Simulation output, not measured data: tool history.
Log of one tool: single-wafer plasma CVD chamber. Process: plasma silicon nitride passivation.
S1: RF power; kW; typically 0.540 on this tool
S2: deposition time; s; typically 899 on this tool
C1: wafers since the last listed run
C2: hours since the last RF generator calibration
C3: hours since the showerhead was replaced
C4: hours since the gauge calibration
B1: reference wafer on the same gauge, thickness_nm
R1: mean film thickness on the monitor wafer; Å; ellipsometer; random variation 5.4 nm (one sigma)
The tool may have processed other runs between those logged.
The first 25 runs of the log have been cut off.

Run 26, hour 1587.1: usual settings but S1 0.605 kW; C1 80; C2 2450.6; C3 74.1; C4 2806.0; B1 1227.811. Result: R1 13075.93 Å.
Run 27, hour 1634.4: usual settings but S1 0.575 kW, S2 1006 s; C1 66; C2 2497.9; C3 121.4; C4 2853.3; B1 1224.918. Result: R1 14444.01 Å.
At hour 1647.3: gauge calibrated.
Run 28, hour 1669.9: usual settings but S1 0.615 kW, S2 1047 s; C1 50; C2 2533.4; C3 156.9; C4 22.6; B1 1172.174. Result: R1 14644.09 Å.
Run 29, hour 1714.7: usual settings but S2 990 s; C1 63; C2 2578.2; C3 201.7; C4 67.4; B1 1173.944. Result: R1 13215.51 Å.
Run 30, hour 1773.6: usual settings but S1 0.470 kW, S2 776 s; C1 83; C2 2637.1; C3 260.6; C4 126.3; B1 1178.820. Result: R1 9942.44 Å.
At hour 1799.2: RF generator calibrated.
Run 31, hour 1818.9: usual settings but S1 0.470 kW, S2 752 s; C1 52; C2 19.7; C3 305.9; C4 171.6; B1 1180.022. Result: R1 9721.85 Å.
Run 32, hour 1858.1: usual settings but S1 0.580 kW, S2 734 s; C1 55; C2 58.9; C3 345.1; C4 210.8; B1 1181.468. Result: R1 10105.40 Å.
Run 33, hour 1896.5: usual settings but S1 0.605 kW; C1 54; C2 97.3; C3 383.5; C4 249.2; B1 1182.133. Result: R1 12667.57 Å.
Run 34, hour 1921.7: usual settings but S1 0.435 kW, S2 962 s; C1 35; C2 122.5; C3 408.7; C4 274.4; B1 1185.844. Result: R1 12040.43 Å.
Run 35, hour 1950.2: usual settings but S1 0.480 kW, S2 787 s; C1 40; C2 151.0; C3 437.2; C4 302.9; B1 1185.666. Result: R1 10218.18 Å.
Run 36, hour 2018.1: usual settings but S1 0.570 kW, S2 768 s; C1 95; C2 218.9; C3 505.1; C4 370.8; B1 1188.177. Result: R1 10539.93 Å.
Run 37, hour 2068.3: usual settings but S1 0.595 kW, S2 961 s; C1 70; C2 269.1; C3 555.3; C4 421.0; B1 1188.926. Result: R1 13430.25 Å.
Run 38, hour 2102.8: usual settings; C1 48; C2 303.6; C3 589.8; C4 455.5; B1 1190.065. Result: R1 12145.31 Å.
Run 39, hour 2128.5: usual settings but S1 0.490 kW, S2 1075 s; C1 36; C2 329.3; C3 615.5; C4 481.2; B1 1189.866. Result: R1 14229.34 Å.
Run 40, hour 2304.5: usual settings but S1 0.470 kW, S2 835 s; C1 248; C2 505.3; C3 791.5; C4 657.2; B1 1195.792. Result: R1 10873.11 Å.
Run 41, hour 2332.0: usual settings but S1 0.480 kW, S2 1022 s; C1 38; C2 532.8; C3 819.0; C4 684.7; B1 1198.330. Result: R1 13246.28 Å.
Run 42, hour 2400.0: usual settings; C1 96; C2 600.8; C3 887.0; C4 752.7; B1 1199.609. Result: R1 12345.14 Å.
Run 43, hour 2461.3: usual settings but S1 0.595 kW, S2 977 s; C1 86; C2 662.1; C3 948.3; C4 814.0; B1 1199.763. Result: R1 13737.18 Å.

4 ways to go on from here, each from the tool as it stands after run 43. What would each give?
Run A, hour 2461.9: usual settings but S2 737 s; C1 0; C2 662.7; C3 948.9; C4 814.6; B1 ?. Result: R1 ?.
Run B, hour 2461.9: usual settings but S1 0.610 kW, S2 1049 s; C1 0; C2 662.7; C3 948.9; C4 814.6; B1 ?. Result: R1 ?.
Run C, hour 2461.9: usual settings but S1 0.440 kW, S2 750 s; C1 0; C2 662.7; C3 948.9; C4 814.6; B1 ?. Result: R1 ?.
Run D, hour 2461.9: usual settings but S1 0.500 kW, S2 951 s; C1 0; C2 662.7; C3 948.9; C4 814.6; B1 ?. Result: R1 ?.

run        B1        R1
  A  1198.306  10115.83
  B  1198.306  15030.80
  C  1198.306   9554.35
  D  1198.306  12697.12
With no hidden state in the tool, these same runs would have given:
run        R1
  A   9948.27
  B  14781.83
  C   9396.09
  D  12486.81
